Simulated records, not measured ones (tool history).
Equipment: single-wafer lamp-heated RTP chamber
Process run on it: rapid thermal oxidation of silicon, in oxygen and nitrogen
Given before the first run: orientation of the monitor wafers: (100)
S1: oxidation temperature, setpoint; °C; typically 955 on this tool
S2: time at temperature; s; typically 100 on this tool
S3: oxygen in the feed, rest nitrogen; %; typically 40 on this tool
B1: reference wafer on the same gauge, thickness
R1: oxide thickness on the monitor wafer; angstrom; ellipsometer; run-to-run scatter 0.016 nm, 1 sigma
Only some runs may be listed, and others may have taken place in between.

run	hour	S1	S2	S3	B1	R1
1	0.0	975	100	40	4.045	46.45
2	86.0	955	100	40	4.039	39.77
3	123.7	955	100	40	4.035	40.02
4	217.4	955	100	40	4.036	40.04
5	300.3	955	100	40	4.041	39.90
6	389.0	955	100	40	4.043	40.09
7	568.9	955	100	40	4.043	40.45
8	651.9	955	100	40	4.044	40.73
9	732.6	955	100	40	4.050	40.67
10	782.8	933	136	40	4.043	39.66
11	852.1	933	136	40	4.043	38.91
12	928.6	948	100	40	4.038	38.32
13	1025.5	948	100	40	4.043	38.23
14	1122.8	955	100	40	4.042	39.96
15	1213.8	979	69	49	4.038	43.48
16	1296.9	955	100	40	4.042	40.64
17	1388.4	955	100	40	4.045	40.56
18	1498.6	955	100	30	4.045	36.61
19	1739.9	983	52	22	4.036	32.09
20	1780.5	955	100	40	4.041	40.06
21	1846.6	955	141	40	4.041	46.20
22	1954.4	929	121	21	4.039	31.55
23	2060.0	955	100	20	4.045	33.64
24	2158.1	982	50	18	4.038	30.27
25	2225.8	955	100	40	4.046	41.16
26	2288.4	973	86	40	4.040	42.12
27	2329.8	955	100	40	4.038	39.47
28	2409.0	955	100	56	4.038	43.92
29	2454.1	974	123	59	4.041	56.29
30	2533.6	955	100	40	4.034	40.11
31	2639.0	955	100	17	4.034	32.22
32	2738.3	963	149	20	4.042	40.66
33	2789.3	955	100	52	4.042	43.82
34	2862.3	983	64	40	4.039	40.75
35	2921.5	955	100	40	4.040	40.63
36	3007.6	944	120	69	4.033	46.77
37	3091.2	947	100	56	4.040	41.75

The log once held 7 entries between its listed runs, left out of this copy. Where does each go, and what is different about the tool's unlogged condition between the listed run before it and the listed run after it?
Logged between run 1 and run 2: pyrometer window cleaned and pyrometer calibrated (hour 66.6)
  true wafer temperature minus pyrometer reading, K: 3.96 -> 0.498
  measured value less the no-hidden-state value, R1: +1.27 -> +0.13 angstrom
Logged between run 10 and run 11: pyrometer window cleaned and pyrometer calibrated (hour 795.0)
  true wafer temperature minus pyrometer reading, K: 4.36 -> 0.488
  measured value less the no-hidden-state value, R1: +1.12 -> +0.13 angstrom
Logged between run 14 and run 15: gauge calibrated (hour 1145.3)
  true wafer temperature minus pyrometer reading, K: 1.99 -> 2.49
  measured value less the no-hidden-state value, R1: +0.52 -> +0.73 angstrom
Logged between run 17 and run 18: pyrometer window cleaned and pyrometer calibrated (hour 1498.1)
  true wafer temperature minus pyrometer reading, K: 3.46 -> 0.376
  measured value less the no-hidden-state value, R1: +0.92 -> +0.09 angstrom
Logged between run 18 and run 19: oxygen flow controller replaced (hour 1715.5)
  true wafer temperature minus pyrometer reading, K: 0.376 -> 1.72
  measured value less the no-hidden-state value, R1: +0.09 -> +0.28 angstrom
Logged between run 25 and run 26: pyrometer window cleaned and pyrometer calibrated (hour 2245.3)
  true wafer temperature minus pyrometer reading, K: 4.41 -> 0.293
  measured value less the no-hidden-state value, R1: +1.18 -> +0.08 angstrom
Logged between run 35 and run 36: pyrometer window cleaned and pyrometer calibrated (hour 2954.6)
  true wafer temperature minus pyrometer reading, K: 3.81 -> 0.406
  measured value less the no-hidden-state value, R1: +1.01 -> +0.14 angstrom
